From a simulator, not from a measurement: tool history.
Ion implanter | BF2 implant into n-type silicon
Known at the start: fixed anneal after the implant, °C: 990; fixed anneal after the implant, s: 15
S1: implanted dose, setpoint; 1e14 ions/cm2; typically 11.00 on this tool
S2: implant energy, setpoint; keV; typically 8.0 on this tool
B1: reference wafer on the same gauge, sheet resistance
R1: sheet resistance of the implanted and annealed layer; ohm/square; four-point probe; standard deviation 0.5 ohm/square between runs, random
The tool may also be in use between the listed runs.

run,hour,S1,S2,B1,R1
1,0.0,8.70,6.5,395.94,372.58
2,24.5,12.36,6.5,395.96,355.23
3,48.3,12.36,6.5,396.13,355.70
4,61.3,9.03,7.0,395.95,360.26
5,74.9,11.00,8.0,395.99,335.27
6,97.0,9.57,8.0,395.93,341.25
# hour 104.4: gauge calibrated
7,114.5,9.57,8.0,396.05,341.36
8,133.5,11.00,8.0,396.03,334.93
9,147.1,7.83,5.0,396.08,413.71
# hour 160.9: extraction supply calibrated
10,171.8,13.70,9.5,395.88,305.98
# hour 200.5: Faraday cup replaced and dose calibrated
11,201.0,13.59,9.5,396.07,307.02
12,218.1,12.70,10.5,395.88,297.74
13,234.2,11.00,8.0,395.90,335.98

What will run 14 give?
14,265.9,13.18,6.0,?,?

{"run 14": {"B1": 395.86, "R1": 363.61}}
With no hidden state in the tool, this same run would have given R1 363.61 ohm/square.

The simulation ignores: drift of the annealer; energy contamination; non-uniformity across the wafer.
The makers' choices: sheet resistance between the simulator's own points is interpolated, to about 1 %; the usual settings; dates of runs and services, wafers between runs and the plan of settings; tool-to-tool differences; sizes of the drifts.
